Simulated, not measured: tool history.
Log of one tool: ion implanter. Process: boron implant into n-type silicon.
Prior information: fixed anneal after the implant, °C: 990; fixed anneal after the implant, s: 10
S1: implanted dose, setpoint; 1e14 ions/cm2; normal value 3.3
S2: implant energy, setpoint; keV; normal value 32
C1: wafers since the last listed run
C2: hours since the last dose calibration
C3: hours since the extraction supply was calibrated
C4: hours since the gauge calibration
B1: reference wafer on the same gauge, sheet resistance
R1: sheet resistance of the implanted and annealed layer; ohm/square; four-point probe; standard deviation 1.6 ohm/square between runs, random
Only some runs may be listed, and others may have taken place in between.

run 1 day=0 | S1=3.3 S2=32 | C1=0 C2=257.3 C3=2572 C4=514 | B1=364.09 | R1=324.31
run 2 day=2.4 | S1=3.3 S2=32 | C1=1832 C2=314.9 C3=2629.6 C4=571.6 | B1=365.54 | R1=326.75
run 3 day=6.158 | S1=3.3 S2=32 | C1=2869 C2=405.1 C3=2719.8 C4=661.8 | B1=365.23 | R1=331.91
run 4 day=8.688 | S1=3.3 S2=32 | C1=1930 C2=465.8 C3=2780.5 C4=722.5 | B1=364.43 | R1=327.31
-- day=11.162 Faraday cup replaced and dose calibrated
run 5 day=12.983 | S1=4.03 S2=36.5 | C1=3025 C2=43.7 C3=2883.6 C4=825.6 | B1=364.79 | R1=275.82
run 6 day=15.004 | S1=4.03 S2=36.5 | C1=1542 C2=92.2 C3=2932.1 C4=874.1 | B1=364.91 | R1=276.41
run 7 day=17.158 | S1=4.03 S2=36.5 | C1=1644 C2=143.9 C3=2983.8 C4=925.8 | B1=365.25 | R1=278.44
run 8 day=21.504 | S1=3.3 S2=32 | C1=3317 C2=248.2 C3=3088.1 C4=1030.1 | B1=364.48 | R1=330.31
run 9 day=25.933 | S1=3.3 S2=32 | C1=3381 C2=354.5 C3=3194.4 C4=1136.4 | B1=365.19 | R1=329.34
run 10 day=28.562 | S1=3.3 S2=32 | C1=2007 C2=417.6 C3=3257.5 C4=1199.5 | B1=365.12 | R1=330.41
-- day=30.733 extraction supply calibrated
run 11 day=31.521 | S1=3.3 S2=32 | C1=2004 C2=488.6 C3=18.9 C4=1270.5 | B1=365.87 | R1=328.8
run 12 day=33.175 | S1=3.3 S2=32 | C1=1262 C2=528.3 C3=58.6 C4=1310.2 | B1=364.73 | R1=331.47
-- day=35.35 Faraday cup replaced and dose calibrated
run 13 day=36.475 | S1=3.3 S2=32 | C1=2264 C2=27 C3=137.8 C4=1389.4 | B1=365.13 | R1=334.92
run 14 day=38.192 | S1=2.71 S2=32 | C1=1310 C2=68.2 C3=179 C4=1430.6 | B1=364.57 | R1=383.91
run 15 day=39.821 | S1=3.3 S2=32 | C1=1243 C2=107.3 C3=218.1 C4=1469.7 | B1=364.45 | R1=334.07
-- day=43.392 gauge calibrated
run 16 day=44.279 | S1=3.68 S2=41.5 | C1=3403 C2=214.3 C3=325.1 C4=21.3 | B1=365.48 | R1=304.67
run 17 day=48.408 | S1=3.3 S2=32 | C1=3152 C2=313.4 C3=424.2 C4=120.4 | B1=365 | R1=340.68
run 18 day=51.05 | S1=3.3 S2=42 | C1=2016 C2=376.8 C3=487.6 C4=183.8 | B1=365.14 | R1=328.2
-- day=53.617 Faraday cup replaced and dose calibrated, repeated, since the last time left the tool worse
run 19 day=57.571 | S1=4.06 S2=36 | C1=4723 C2=94.9 C3=644.1 C4=340.3 | B1=364.52 | R1=278.42
run 20 day=61.238 | S1=3.62 S2=25.5 | C1=2799 C2=182.9 C3=732.1 C4=428.3 | B1=364.65 | R1=311.03
run 21 day=62.9 | S1=3.3 S2=32 | C1=1269 C2=222.8 C3=772 C4=468.2 | B1=364.55 | R1=327.23
run 22 day=66.771 | S1=2.82 S2=28.5 | C1=2955 C2=315.7 C3=864.9 C4=561.1 | B1=365.3 | R1=372.29
run 23 day=70.942 | S1=2.86 S2=26 | C1=3184 C2=415.8 C3=965 C4=661.2 | B1=364.55 | R1=371.54
run 24 day=73.958 | S1=2.43 S2=32 | C1=2303 C2=488.2 C3=1037.4 C4=733.6 | B1=365.02 | R1=412.7
run 25 day=76.825 | S1=3.3 S2=32 | C1=2188 C2=557 C3=1106.2 C4=802.4 | B1=364.72 | R1=326.75

What if the next run were any one of these 3? Each begins from the tool's condition after run 25:
run A day=76.842 | S1=3.3 S2=32 | C1=12 C2=557.4 C3=1106.6 C4=802.8 | B1=? | R1=?
run B day=76.842 | S1=2.59 S2=25.5 | C1=12 C2=557.4 C3=1106.6 C4=802.8 | B1=? | R1=?
run C day=76.842 | S1=4.19 S2=35 | C1=12 C2=557.4 C3=1106.6 C4=802.8 | B1=? | R1=?

run=A B1=365.59 R1=330.54
run=B B1=365.59 R1=404.74
run=C B1=365.59 R1=274.01
With the hidden condition removed and each run's random variation left untouched, the same runs would have given:
run=A R1=324.37
run=B R1=397.14
run=C R1=268.76
